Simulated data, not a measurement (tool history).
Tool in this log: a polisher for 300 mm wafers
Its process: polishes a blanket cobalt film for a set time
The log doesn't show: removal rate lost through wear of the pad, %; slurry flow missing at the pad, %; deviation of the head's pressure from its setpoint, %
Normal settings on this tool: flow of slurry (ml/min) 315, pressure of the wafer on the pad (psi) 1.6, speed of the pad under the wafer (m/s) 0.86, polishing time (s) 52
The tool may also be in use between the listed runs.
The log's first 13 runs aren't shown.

run	hour	flow of slurry (ml/min)	pressure of the wafer on the pad (psi)	speed of the pad under the wafer (m/s)	polishing time (s)	wafers since the last listed run	wafers polished on this pad	hours since the slurry nozzle was cleaned	hours since the head pressure was calibrated	incoming thickness of the incoming film, nm	film removed (nm)
14	910.9	315	1.6	0.86	44	784	1547	642.6	1007.7	1176.1	141.7
# hour 920.4: slurry nozzle cleaned
15	958.8	255	1.6	0.86	52	484	2032	38.4	1055.6	1198.4	160.0
16	1039.0	255	1.6	0.86	52	828	2860	118.6	1135.8	1183.9	158.6
17	1114.4	255	1.6	0.86	52	778	3639	194.0	1211.2	1190.9	157.1
18	1190.6	315	1.6	1.14	58	786	4426	270.2	1287.4	1187.6	237.9
# hour 1288.1: head pressure recalibrated
19	1294.6	315	1.8	0.60	69	1053	5479	374.2	6.5	1189.7	171.1
# hour 1330.7: worn pad replaced by a new one
20	1379.9	370	2.0	0.76	63	839	508	459.5	91.8	1194.2	224.1
# hour 1475.6: slurry nozzle cleaned
21	1653.8	410	1.6	0.86	52	2818	3326	178.2	365.7	1203.0	164.0
22	1749.8	355	1.0	1.04	52	991	4318	274.2	461.7	1194.9	122.3
23	1828.8	225	1.1	0.98	45	815	5133	353.2	540.7	1189.8	105.5

Expected results for the next run?
24	1866.8	315	1.6	0.86	52	392	5526	391.2	578.7	1182.9	?

Run 24 came out at film removed (nm) 157.9.
Take away the tool's hidden state, keep the run-to-run variation as it was, and the same run would have given film removed (nm) 167.8.

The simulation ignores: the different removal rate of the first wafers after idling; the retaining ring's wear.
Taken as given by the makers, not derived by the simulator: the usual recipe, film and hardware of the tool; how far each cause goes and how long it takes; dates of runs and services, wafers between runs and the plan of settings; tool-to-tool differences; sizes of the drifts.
